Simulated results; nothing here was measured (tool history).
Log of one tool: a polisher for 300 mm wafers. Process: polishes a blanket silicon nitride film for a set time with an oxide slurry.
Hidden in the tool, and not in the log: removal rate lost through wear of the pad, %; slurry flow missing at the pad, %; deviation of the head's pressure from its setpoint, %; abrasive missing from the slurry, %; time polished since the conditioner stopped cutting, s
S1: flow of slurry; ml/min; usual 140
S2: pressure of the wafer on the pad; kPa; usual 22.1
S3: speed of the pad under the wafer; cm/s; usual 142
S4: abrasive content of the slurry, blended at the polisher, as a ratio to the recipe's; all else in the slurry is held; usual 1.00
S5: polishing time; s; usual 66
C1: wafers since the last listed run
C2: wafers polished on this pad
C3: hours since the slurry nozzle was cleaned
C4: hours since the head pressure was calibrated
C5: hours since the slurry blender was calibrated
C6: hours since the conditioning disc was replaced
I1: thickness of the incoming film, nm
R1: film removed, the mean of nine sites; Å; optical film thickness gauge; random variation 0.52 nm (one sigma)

run	hour	S1	S2	S3	S4	S5	C1	C2	C3	C4	C5	C6	I1	R1
1	0.0	140	22.1	142	1.00	66	0	685	103.3	329.6	213.8	75.6	630.9	360
2	39.6	140	22.1	142	1.00	66	410	1096	142.9	369.2	253.4	115.2	652.7	346
3	86.4	140	22.1	142	1.00	66	485	1581	189.7	416.0	300.2	162.0	648.4	346
4	125.0	140	22.1	142	1.00	66	400	1982	228.3	454.6	338.8	200.6	635.0	342
# hour 130.2: slurry blender recalibrated
# hour 162.7: worn pad replaced by a new one
5	184.2	140	22.1	142	1.00	66	552	223	287.5	513.8	54.0	259.8	643.2	375
# hour 192.6: head pressure recalibrated
6	243.3	140	22.1	142	0.90	66	592	815	346.6	50.7	113.1	318.9	631.8	357
7	294.8	140	22.1	142	0.90	66	534	1350	398.1	102.2	164.6	370.4	649.9	346
8	360.5	140	22.1	142	0.90	66	681	2031	463.8	167.9	230.3	436.1	627.8	333
# hour 386.4: conditioning disc replaced and pad reconditioned
# hour 390.9: worn pad replaced by a new one
9	409.7	140	22.1	142	1.00	66	448	195	513.0	217.1	279.5	23.3	647.3	348
10	460.4	140	24.8	142	1.00	66	526	721	563.7	267.8	330.2	74.0	648.6	390
# hour 484.1: slurry nozzle cleaned
# hour 499.2: slurry blender recalibrated
11	528.4	140	29.6	142	1.00	85	674	1395	44.3	335.8	29.2	142.0	643.8	677
12	559.2	140	22.1	178	1.00	49	319	1715	75.1	366.6	60.0	172.8	651.7	331
13	583.4	140	22.1	142	1.00	66	251	1966	99.3	390.8	84.2	197.0	634.1	382
# hour 597.5: worn pad replaced by a new one
14	619.0	140	22.1	142	1.00	66	327	223	134.9	426.4	119.8	232.6	638.9	369
15	678.0	140	22.1	142	1.00	66	612	835	193.9	485.4	178.8	291.6	635.9	366
16	703.8	110	18.6	142	1.00	66	267	1103	219.7	511.2	204.6	317.4	634.2	296
17	741.4	120	22.1	142	0.90	66	390	1493	257.3	548.8	242.2	355.0	636.4	335
18	767.0	180	22.1	142	1.00	66	265	1759	282.9	574.4	267.8	380.6	644.4	367
# hour 790.6: slurry blender recalibrated
19	798.5	175	24.1	142	1.00	66	306	2065	314.4	605.9	7.9	412.1	639.4	458
20	823.1	165	25.5	110	1.00	49	255	2320	339.0	630.5	32.5	436.7	640.6	303
# hour 834.6: conditioning disc replaced and pad reconditioned
# hour 842.3: worn pad replaced by a new one
21	854.2	140	19.3	104	0.75	48	260	123	370.1	661.6	63.6	19.6	641.3	187
# hour 874.6: head pressure recalibrated
22	910.1	140	22.1	142	0.90	66	559	682	426.0	35.5	119.5	75.5	651.7	357
23	954.7	175	22.1	142	1.00	49	462	1145	470.6	80.1	164.1	120.1	636.0	285
24	989.1	120	22.1	142	1.25	50	356	1502	505.0	114.5	198.5	154.5	636.3	289

Forecast each of these 5 alternatives for the next run:
A	989.5	140	22.1	142	1.20	66	4	1506	505.4	114.9	198.9	154.9	644.9	?
B	989.5	120	29.0	142	1.15	79	4	1506	505.4	114.9	198.9	154.9	644.9	?
C	989.5	140	22.1	98	1.00	66	4	1506	505.4	114.9	198.9	154.9	644.9	?
D	989.5	120	28.3	142	1.10	79	4	1506	505.4	114.9	198.9	154.9	644.9	?
E	989.5	140	22.1	142	1.10	51	4	1506	505.4	114.9	198.9	154.9	644.9	?

run	R1
A	391
B	594
C	306
D	571
E	293
Without the tool's hidden state the same runs would have given:
run	R1
A	440
B	669
C	347
D	644
E	330

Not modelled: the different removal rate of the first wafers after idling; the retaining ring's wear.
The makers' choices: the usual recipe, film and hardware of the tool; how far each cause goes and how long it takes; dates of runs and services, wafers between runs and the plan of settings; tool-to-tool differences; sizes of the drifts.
